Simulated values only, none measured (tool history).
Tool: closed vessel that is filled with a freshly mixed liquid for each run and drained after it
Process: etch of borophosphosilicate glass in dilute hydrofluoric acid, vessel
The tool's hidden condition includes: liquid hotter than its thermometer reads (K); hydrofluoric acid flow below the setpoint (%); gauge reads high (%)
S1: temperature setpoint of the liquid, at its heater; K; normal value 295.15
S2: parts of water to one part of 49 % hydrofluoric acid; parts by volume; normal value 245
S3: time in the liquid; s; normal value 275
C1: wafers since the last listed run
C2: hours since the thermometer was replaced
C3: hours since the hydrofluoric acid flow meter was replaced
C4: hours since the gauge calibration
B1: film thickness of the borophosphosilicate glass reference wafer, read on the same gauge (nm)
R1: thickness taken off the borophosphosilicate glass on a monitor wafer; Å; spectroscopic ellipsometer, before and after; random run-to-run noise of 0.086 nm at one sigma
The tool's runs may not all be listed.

run,hour,S1,S2,S3,C1,C2,C3,C4,B1,R1
1,0,295.15,245,275,0,2536,2023.9,164.5,130,241.8
2,8.8,295.15,245,275,563,2544.8,2032.7,173.3,129.99,241.8
3,16.5,295.15,245,275,493,2552.5,2040.4,181,130.01,242
4,31.5,295.15,210,395,960,2567.5,2055.4,196,130,420
5,46.1,295.15,210,395,935,2582.1,2070,210.6,129.99,419.8
6,56.3,295.15,210,395,653,2592.3,2080.2,220.8,129.98,419.8
7,73.7,295.15,245,275,1114,2609.7,2097.6,238.2,130.02,242.1
8,90.6,295.15,245,275,1082,2626.6,2114.5,255.1,129.97,242.4
9,108.4,295.15,245,275,1139,2644.4,2132.3,272.9,130.01,240.6
10,117.9,295.15,245,275,608,2653.9,2141.8,282.4,130,242.3
11,133,295.15,245,275,967,2669,2156.9,297.5,130.01,242.3
12,143.6,295.15,245,275,678,2679.6,2167.5,308.1,130,240.4
13,155.3,295.15,245,275,749,2691.3,2179.2,319.8,129.97,240
14,162.6,295.15,245,275,467,2698.6,2186.5,327.1,130.01,242.6
15,174.3,295.15,245,275,749,2710.3,2198.2,338.8,129.99,241.1
# hour 193.3: thermometer replaced
16,223.8,295.15,245,275,3106,30.5,2247.7,388.3,130.02,241.4
17,230.7,300.15,245,275,441,37.4,2254.6,395.2,130.02,287.6

Estimate the outcome of run 18 from the log above:
# hour 235.3: hydrofluoric acid flow meter replaced
18,259.2,292.15,245,415,1761,65.9,23.9,423.7,?,?

{"run 18": {"B1": 130.01, "R1": 350.1}}
With the hidden condition absent and the run-to-run variation left alone, this run would have shown R1 350.7 Å.
